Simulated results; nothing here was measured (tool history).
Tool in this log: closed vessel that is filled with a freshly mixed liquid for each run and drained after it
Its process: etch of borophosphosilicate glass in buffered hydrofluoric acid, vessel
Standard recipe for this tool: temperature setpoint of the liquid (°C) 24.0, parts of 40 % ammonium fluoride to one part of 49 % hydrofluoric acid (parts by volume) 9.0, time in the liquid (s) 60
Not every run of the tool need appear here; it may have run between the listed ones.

| run | hour | temperature setpoint of the liquid (°C) | parts of 40 % ammonium fluoride to one part of 49 % hydrofluoric acid (parts by volume) | time in the liquid (s) | wafers since the last listed run | hours since the thermometer was replaced | hours since the hydrofluoric acid flow meter was replaced | hours since the gauge calibration | read-back film thickness of the borophosphosilicate glass reference wafer, read on the same gauge (nm) | thickness taken off the borophosphosilicate glass on a monitor wafer (nm) |
|---|---|---|---|---|---|---|---|---|---|---|
| 1 | 0.0 | 24.0 | 11.5 | 60 | 0 | 1305.1 | 730.1 | 523.3 | 30.01 | 60.41 |
| 2 | 55.1 | 24.0 | 10.5 | 60 | 4480 | 1360.2 | 785.2 | 578.4 | 30.00 | 65.61 |
| 3 | 98.2 | 24.0 | 10.5 | 60 | 3504 | 1403.3 | 828.3 | 621.5 | 30.00 | 65.36 |
| 4 | 148.9 | 24.0 | 10.5 | 60 | 4122 | 1454.0 | 879.0 | 672.2 | 30.01 | 67.11 |
| 5 | 176.1 | 24.0 | 9.0 | 60 | 2211 | 1481.2 | 906.2 | 699.4 | 30.01 | 74.29 |
| 6 | 240.3 | 24.0 | 10.5 | 85 | 5220 | 1545.4 | 970.4 | 763.6 | 29.99 | 93.18 |
| 7 | 301.9 | 24.0 | 10.5 | 85 | 5008 | 1607.0 | 1032.0 | 825.2 | 30.00 | 94.41 |
| 8 | 335.6 | 24.0 | 10.5 | 85 | 2740 | 1640.7 | 1065.7 | 858.9 | 29.99 | 93.75 |
| 9 | 371.8 | 24.0 | 9.0 | 60 | 2943 | 1676.9 | 1101.9 | 895.1 | 29.99 | 76.11 |
| 10 | 411.4 | 24.0 | 9.0 | 60 | 3219 | 1716.5 | 1141.5 | 934.7 | 30.01 | 74.17 |
| 11 | 445.1 | 24.0 | 9.0 | 60 | 2740 | 1750.2 | 1175.2 | 968.4 | 30.00 | 75.91 |
| 12 | 495.5 | 24.0 | 9.0 | 60 | 4098 | 1800.6 | 1225.6 | 1018.8 | 29.98 | 76.23 |
|  | 502.1 | hydrofluoric acid flow meter replaced |
| 13 | 650.3 | 24.0 | 9.0 | 60 | 12505 | 1955.4 | 148.2 | 1173.6 | 30.03 | 73.00 |
| 14 | 703.3 | 29.0 | 7.0 | 90 | 4309 | 2008.4 | 201.2 | 1226.6 | 30.01 | 188.16 |
| 15 | 735.1 | 24.0 | 9.0 | 60 | 2585 | 2040.2 | 233.0 | 1258.4 | 30.00 | 74.36 |
| 16 | 799.1 | 24.0 | 9.0 | 60 | 5203 | 2104.2 | 297.0 | 1322.4 | 30.01 | 73.27 |
|  | 820.1 | gauge calibrated |
| 17 | 857.8 | 24.0 | 9.0 | 60 | 4772 | 2162.9 | 355.7 | 37.7 | 29.97 | 72.81 |
| 18 | 894.1 | 26.5 | 9.0 | 60 | 2951 | 2199.2 | 392.0 | 74.0 | 29.99 | 83.56 |
| 19 | 932.5 | 24.0 | 11.0 | 30 | 3122 | 2237.6 | 430.4 | 112.4 | 30.00 | 31.13 |
|  | 974.7 | thermometer replaced |
| 20 | 999.6 | 24.0 | 11.5 | 40 | 5374 | 24.9 | 497.5 | 179.5 | 30.01 | 39.66 |
| 21 | 1028.5 | 24.0 | 9.0 | 95 | 2349 | 53.8 | 526.4 | 208.4 | 30.00 | 116.97 |
| 22 | 1056.3 | 19.0 | 6.0 | 30 | 2260 | 81.6 | 554.2 | 236.2 | 30.01 | 42.38 |
| 23 | 1121.1 | 24.0 | 7.5 | 60 | 5268 | 146.4 | 619.0 | 301.0 | 29.99 | 89.47 |
| 24 | 1184.9 | 24.0 | 9.0 | 60 | 5187 | 210.2 | 682.8 | 364.8 | 30.01 | 74.51 |
| 25 | 1219.5 | 27.0 | 6.5 | 50 | 2813 | 244.8 | 717.4 | 399.4 | 30.00 | 101.87 |
| 26 | 1261.5 | 19.5 | 9.0 | 60 | 3415 | 286.8 | 759.4 | 441.4 | 30.00 | 58.12 |
| 27 | 1305.8 | 29.0 | 7.0 | 60 | 3602 | 331.1 | 803.7 | 485.7 | 29.99 | 125.72 |
| 28 | 1343.5 | 22.5 | 7.0 | 30 | 3065 | 368.8 | 841.4 | 523.4 | 30.02 | 44.12 |
| 29 | 1385.5 | 24.0 | 10.5 | 35 | 3415 | 410.8 | 883.4 | 565.4 | 29.99 | 38.03 |
| 30 | 1448.2 | 20.0 | 7.5 | 60 | 5098 | 473.5 | 946.1 | 628.1 | 30.00 | 74.27 |
| 31 | 1495.5 | 24.0 | 8.0 | 60 | 3845 | 520.8 | 993.4 | 675.4 | 30.00 | 85.11 |

Each row is a separate what-if for the run after 31, all from the same tool condition, not one after another. Results?
| A | 1496.2 | 24.0 | 9.0 | 60 | 56 | 521.5 | 994.1 | 676.1 | ? | ? |
| B | 1496.2 | 27.5 | 7.0 | 75 | 56 | 521.5 | 994.1 | 676.1 | ? | ? |
| C | 1496.2 | 20.0 | 9.0 | 35 | 56 | 521.5 | 994.1 | 676.1 | ? | ? |
| D | 1496.2 | 28.0 | 9.0 | 40 | 56 | 521.5 | 994.1 | 676.1 | ? | ? |
| E | 1496.2 | 21.0 | 8.0 | 45 | 56 | 521.5 | 994.1 | 676.1 | ? | ? |

| run | read-back film thickness of the borophosphosilicate glass reference wafer, read on the same gauge (nm) | thickness taken off the borophosphosilicate glass on a monitor wafer (nm) |
|---|---|---|
| A | 30.01 | 75.28 |
| B | 30.01 | 147.85 |
| C | 30.01 | 35.31 |
| D | 30.01 | 62.08 |
| E | 30.01 | 54.58 |
Had the tool no hidden state, the same runs would have come out as:
| run | thickness taken off the borophosphosilicate glass on a monitor wafer (nm) |
|---|---|
| A | 71.80 |
| B | 142.32 |
| C | 33.68 |
| D | 59.22 |
| E | 52.06 |
